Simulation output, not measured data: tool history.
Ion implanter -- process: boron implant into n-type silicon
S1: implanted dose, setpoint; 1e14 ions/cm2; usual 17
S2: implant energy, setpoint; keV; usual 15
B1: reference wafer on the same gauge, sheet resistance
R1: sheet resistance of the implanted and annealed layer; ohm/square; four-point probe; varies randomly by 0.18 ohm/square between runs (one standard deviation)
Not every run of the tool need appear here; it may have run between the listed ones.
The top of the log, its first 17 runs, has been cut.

| run | hour | S1 | S2 | B1 | R1 |
|---|---|---|---|---|---|
| 18 | 544.4 | 17 | 15 | 90.02 | 86.47 |
| 19 | 560.2 | 17 | 15 | 90.03 | 86.63 |
| 20 | 575 | 19.79 | 20 | 90.03 | 73.3 |
| 21 | 594.6 | 21.52 | 19.5 | 90.03 | 70.09 |
| 22 | 626.4 | 19.8 | 15 | 89.96 | 79.64 |
| 23 | 656.4 | 20.89 | 20 | 89.88 | 71.16 |
| 24 | 681.5 | 17 | 20 | 89.93 | 81.75 |
| 25 | 698 | 17 | 15 | 90.04 | 86.85 |
| 26 | 723.3 | 15.73 | 15 | 90.07 | 91.4 |
| 27 | 752.9 | 17 | 15 | 89.96 | 87.08 |
| 28 | 773.6 | 17 | 12 | 89.98 | 93.04 |
| 29 | 787.2 | 21.14 | 12.5 | 90.04 | 82.96 |
| 30 | 815.7 | 19.48 | 19 | 89.99 | 75.55 |
| 31 | 832.8 | 17 | 15 | 90.01 | 87.13 |
| 32 | 864.5 | 18.59 | 10 | 89.98 | 95.88 |
| 33 | 895.1 | 18.6 | 11.5 | 90.08 | 90.52 |
| 34 | 909.6 | 17 | 15 | 90.04 | 87.26 |
| 35 | 922.5 | 18.61 | 15 | 90.01 | 83.04 |
| 36 | 950.3 | 13.41 | 12 | 89.98 | 107.29 |
| 37 | 978.9 | 18.43 | 17.5 | 89.94 | 79.93 |

Each row is a separate what-if for the run after 37, all from the same tool condition, not one after another. Results?
| A | 979.3 | 17 | 15 | ? | ? |
| B | 979.3 | 15.34 | 10.5 | ? | ? |
| C | 979.3 | 21.97 | 10.5 | ? | ? |
| D | 979.3 | 13.77 | 13.5 | ? | ? |

| run | B1 | R1 |
|---|---|---|
| A | 89.91 | 87.25 |
| B | 89.91 | 102.45 |
| C | 89.91 | 88.41 |
| D | 89.91 | 102.55 |
Without the tool's unlogged condition, the same runs would have read:
| run | R1 |
|---|---|
| A | 85.84 |
| B | 101.07 |
| C | 87.69 |
| D | 100.71 |
